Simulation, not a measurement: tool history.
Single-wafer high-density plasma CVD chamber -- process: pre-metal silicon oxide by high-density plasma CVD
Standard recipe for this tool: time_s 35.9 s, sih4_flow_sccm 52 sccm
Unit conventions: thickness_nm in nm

run,day,time_s,sih4_flow_sccm,wafers since the last listed run,hours since the silane flow controller was replaced,hours since the gauge calibration,"read-back reference wafer on the same gauge, thickness_nm",thickness_nm
1,0,35.9,52,0,2307.3,263.9,201.962,170.616
2,1.288,35.9,52,944,2338.2,294.8,201.805,170.468
3,2.633,35.9,52,987,2370.5,327.1,202.063,170.607
4,3.421,35.9,52,577,2389.4,346,202.099,170.631
5,4.717,35.9,52,950,2420.5,377.1,202.037,170.334
6,5.942,35.9,52,898,2449.9,406.5,201.849,169.405
7,6.462,35.9,52,382,2462.4,419,202.064,169.868
8,10.542,41.6,52,2991,2560.3,516.9,202.032,197.162
9,11.729,41.6,52,870,2588.8,545.4,202.118,196.261
10,12.975,41.6,52,913,2618.7,575.3,201.839,197.134
# day 13.471: silane flow controller replaced
11,13.779,39.2,46,345,7.4,594.6,202.157,184.658
# day 14.271: gauge calibrated
12,15.221,40.3,43,1057,42,22.8,201.863,178.097
13,16.662,38.1,52,1057,76.6,57.4,201.996,203.142
14,17.204,35.9,60,397,89.6,70.4,201.828,221.815
# day 17.7: silane flow controller replaced, repeated, since the last time left the tool worse
15,18.333,39.5,45,583,15.2,97.5,202.045,168.028
16,19.312,30.9,48,718,38.7,121,202.014,140.551
17,20.262,35.9,52,696,61.5,143.8,202.006,176.621
18,21.721,35.9,52,1069,96.5,178.8,201.639,176.322
19,22.375,38.9,60,479,112.2,194.5,201.923,220.461
20,22.942,29.3,52,415,125.8,208.1,202.361,144.523

Run 21 comes next. What will it give?
21,23.658,30.9,47,525,143,225.3,?,?

Logged for run 21: read-back reference wafer on the same gauge, thickness_nm 202.011, thickness_nm 137.172 nm.
With no hidden state in the tool, this same run would have given thickness_nm 138.107 nm.
